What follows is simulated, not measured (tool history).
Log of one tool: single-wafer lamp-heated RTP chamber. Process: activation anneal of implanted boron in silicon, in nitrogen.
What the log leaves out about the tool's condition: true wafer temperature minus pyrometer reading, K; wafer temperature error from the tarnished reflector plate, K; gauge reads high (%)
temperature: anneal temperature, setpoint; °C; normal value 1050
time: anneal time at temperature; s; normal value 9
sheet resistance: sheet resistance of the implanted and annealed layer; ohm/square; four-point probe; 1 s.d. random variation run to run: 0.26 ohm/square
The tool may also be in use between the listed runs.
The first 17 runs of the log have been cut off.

run   hour  temperature  time  wafers since the last listed run  wafers since the last pyrometer calibration  wafers since the reflector plate was cleaned  hours since the gauge calibration  read-back reference wafer on the same gauge, sheet resistance  sheet resistance
 18  352.8         1067    13                               292                                         7699                                         12903                              637.4                                                           67.5             62.64
 19  373.2         1050     9                               265                                         7965                                         13169                              657.8                                                          67.46             64.75
 20  408.9         1050    12                               464                                         8430                                         13634                              693.5                                                          67.34             64.31
 21  433.6         1063    11                               321                                         8751                                         13955                              718.2                                                          67.43             63.16
     452.9  -- pyrometer window cleaned and pyrometer calibrated
 22  454.4         1025    14                               166                                           19                                         14122                                739                                                          67.34             69.17
 23    479         1035    11                               320                                          340                                         14442                              763.6                                                          67.49             67.73
 24  494.2         1063     9                               197                                          538                                         14640                              778.8                                                          67.31             64.63
     523.9  -- reflector plate cleaned
 25    526         1050     9                               309                                          847                                            27                              810.6                                                           67.4              65.8
 26  547.5         1050     7                               279                                         1127                                           307                              832.1                                                          67.47             65.99
 27  581.5         1040     6                               442                                         1570                                           749                              866.1                                                          67.43             67.84
 28  604.7         1050     9                               302                                         1872                                          1051                              889.3                                                          67.39             65.49
       629  -- gauge calibrated
 29  631.3         1050     9                               346                                         2218                                          1398                                2.3                                                          67.43             65.05

Forecast run 30:
 30  665.6         1071    11                               446                                         2665                                          1844                               36.6                                                              ?                 ?

Run 30 produced read-back reference wafer on the same gauge, sheet resistance 67.42, sheet resistance 63.22 ohm/square.
The same run, on a tool lacking any hidden state, would have yielded sheet resistance 63.81 ohm/square.
